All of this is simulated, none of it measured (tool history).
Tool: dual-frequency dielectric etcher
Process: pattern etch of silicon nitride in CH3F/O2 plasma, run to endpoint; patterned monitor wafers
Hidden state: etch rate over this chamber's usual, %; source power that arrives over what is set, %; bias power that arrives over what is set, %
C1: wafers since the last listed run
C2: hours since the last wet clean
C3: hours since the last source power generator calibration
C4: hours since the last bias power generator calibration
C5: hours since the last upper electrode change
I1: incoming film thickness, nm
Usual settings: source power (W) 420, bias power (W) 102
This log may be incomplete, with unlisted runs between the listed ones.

run 1 hour=0.0 | source_power_(W)=420 bias_power_(W)=102 | C1=0 C2=200.7 C3=3533.9 C4=3262.6 C5=2206.4 | I1=86.6 | endpoint_time_(s)=85.9
run 2 hour=36.2 | source_power_(W)=420 bias_power_(W)=102 | C1=300 C2=236.9 C3=3570.1 C4=3298.8 C5=2242.6 | I1=86.0 | endpoint_time_(s)=85.7
run 3 hour=74.5 | source_power_(W)=400 bias_power_(W)=95 | C1=317 C2=275.2 C3=3608.4 C4=3337.1 C5=2280.9 | I1=85.5 | endpoint_time_(s)=88.9
run 4 hour=113.3 | source_power_(W)=400 bias_power_(W)=95 | C1=321 C2=314.0 C3=3647.2 C4=3375.9 C5=2319.7 | I1=87.3 | endpoint_time_(s)=91.4
run 5 hour=198.7 | source_power_(W)=420 bias_power_(W)=102 | C1=708 C2=399.4 C3=3732.6 C4=3461.3 C5=2405.1 | I1=86.1 | endpoint_time_(s)=85.2
run 6 hour=302.3 | source_power_(W)=420 bias_power_(W)=102 | C1=859 C2=503.0 C3=3836.2 C4=3564.9 C5=2508.7 | I1=85.5 | endpoint_time_(s)=84.1
-- hour=360.8 wet clean of the chamber
run 7 hour=387.2 | source_power_(W)=420 bias_power_(W)=102 | C1=505 C2=26.4 C3=3921.1 C4=3649.8 C5=2593.6 | I1=87.0 | endpoint_time_(s)=86.6
run 8 hour=447.5 | source_power_(W)=500 bias_power_(W)=102 | C1=500 C2=86.7 C3=3981.4 C4=3710.1 C5=2653.9 | I1=86.3 | endpoint_time_(s)=80.8
run 9 hour=512.9 | source_power_(W)=500 bias_power_(W)=102 | C1=542 C2=152.1 C3=4046.8 C4=3775.5 C5=2719.3 | I1=86.5 | endpoint_time_(s)=80.6
run 10 hour=560.8 | source_power_(W)=420 bias_power_(W)=102 | C1=397 C2=200.0 C3=4094.7 C4=3823.4 C5=2767.2 | I1=86.2 | endpoint_time_(s)=85.4
run 11 hour=656.2 | source_power_(W)=360 bias_power_(W)=102 | C1=791 C2=295.4 C3=4190.1 C4=3918.8 C5=2862.6 | I1=86.4 | endpoint_time_(s)=90.5
-- hour=667.0 bias power generator calibrated
run 12 hour=709.1 | source_power_(W)=360 bias_power_(W)=102 | C1=405 C2=348.3 C3=4243.0 C4=42.1 C5=2915.5 | I1=87.0 | endpoint_time_(s)=92.4
run 13 hour=780.8 | source_power_(W)=320 bias_power_(W)=102 | C1=594 C2=420.0 C3=4314.7 C4=113.8 C5=2987.2 | I1=86.3 | endpoint_time_(s)=95.3
-- hour=900.4 wet clean of the chamber
run 14 hour=1033.5 | source_power_(W)=340 bias_power_(W)=102 | C1=1897 C2=133.1 C3=4567.4 C4=366.5 C5=3239.9 | I1=86.9 | endpoint_time_(s)=94.0
run 15 hour=1206.5 | source_power_(W)=420 bias_power_(W)=102 | C1=1435 C2=306.1 C3=4740.4 C4=539.5 C5=3412.9 | I1=87.6 | endpoint_time_(s)=87.6
-- hour=1225.2 source power generator calibrated
run 16 hour=1290.1 | source_power_(W)=510 bias_power_(W)=115 | C1=660 C2=389.7 C3=64.9 C4=623.1 C5=3496.5 | I1=88.5 | endpoint_time_(s)=78.4
-- hour=1326.1 upper electrode replaced
-- hour=1329.3 wet clean of the chamber
run 17 hour=1385.7 | source_power_(W)=420 bias_power_(W)=102 | C1=567 C2=56.4 C3=160.5 C4=718.7 C5=59.6 | I1=86.1 | endpoint_time_(s)=86.7
run 18 hour=1446.9 | source_power_(W)=420 bias_power_(W)=102 | C1=507 C2=117.6 C3=221.7 C4=779.9 C5=120.8 | I1=85.7 | endpoint_time_(s)=86.0
run 19 hour=1531.5 | source_power_(W)=390 bias_power_(W)=87 | C1=701 C2=202.2 C3=306.3 C4=864.5 C5=205.4 | I1=86.5 | endpoint_time_(s)=95.4
run 20 hour=1588.5 | source_power_(W)=420 bias_power_(W)=102 | C1=472 C2=259.2 C3=363.3 C4=921.5 C5=262.4 | I1=85.9 | endpoint_time_(s)=85.7
run 21 hour=1640.5 | source_power_(W)=470 bias_power_(W)=83 | C1=431 C2=311.2 C3=415.3 C4=973.5 C5=314.4 | I1=87.4 | endpoint_time_(s)=90.4
run 22 hour=1720.5 | source_power_(W)=380 bias_power_(W)=91 | C1=663 C2=391.2 C3=495.3 C4=1053.5 C5=394.4 | I1=86.4 | endpoint_time_(s)=93.0
run 23 hour=1803.3 | source_power_(W)=450 bias_power_(W)=116 | C1=687 C2=474.0 C3=578.1 C4=1136.3 C5=477.2 | I1=87.2 | endpoint_time_(s)=80.2
-- hour=1848.2 wet clean of the chamber
run 24 hour=1860.9 | source_power_(W)=420 bias_power_(W)=102 | C1=278 C2=12.7 C3=635.7 C4=1193.9 C5=534.8 | I1=86.5 | endpoint_time_(s)=86.1
run 25 hour=1947.2 | source_power_(W)=350 bias_power_(W)=95 | C1=716 C2=99.0 C3=722.0 C4=1280.2 C5=621.1 | I1=86.4 | endpoint_time_(s)=94.8

Each row is a separate what-if for the run after 25, all from the same tool condition, not one after another. Results?
run A hour=1947.7 | source_power_(W)=420 bias_power_(W)=102 | C1=4 C2=99.5 C3=722.5 C4=1280.7 C5=621.6 | I1=86.8 | endpoint_time_(s)=?
run B hour=1947.7 | source_power_(W)=420 bias_power_(W)=114 | C1=4 C2=99.5 C3=722.5 C4=1280.7 C5=621.6 | I1=86.8 | endpoint_time_(s)=?
run C hour=1947.7 | source_power_(W)=360 bias_power_(W)=82 | C1=4 C2=99.5 C3=722.5 C4=1280.7 C5=621.6 | I1=86.8 | endpoint_time_(s)=?

run=A endpoint_time_(s)=86.9
run=B endpoint_time_(s)=82.9
run=C endpoint_time_(s)=100.8
What these runs would have given with no unlogged condition in the tool:
run=A endpoint_time_(s)=88.9
run=B endpoint_time_(s)=84.8
run=C endpoint_time_(s)=103.0

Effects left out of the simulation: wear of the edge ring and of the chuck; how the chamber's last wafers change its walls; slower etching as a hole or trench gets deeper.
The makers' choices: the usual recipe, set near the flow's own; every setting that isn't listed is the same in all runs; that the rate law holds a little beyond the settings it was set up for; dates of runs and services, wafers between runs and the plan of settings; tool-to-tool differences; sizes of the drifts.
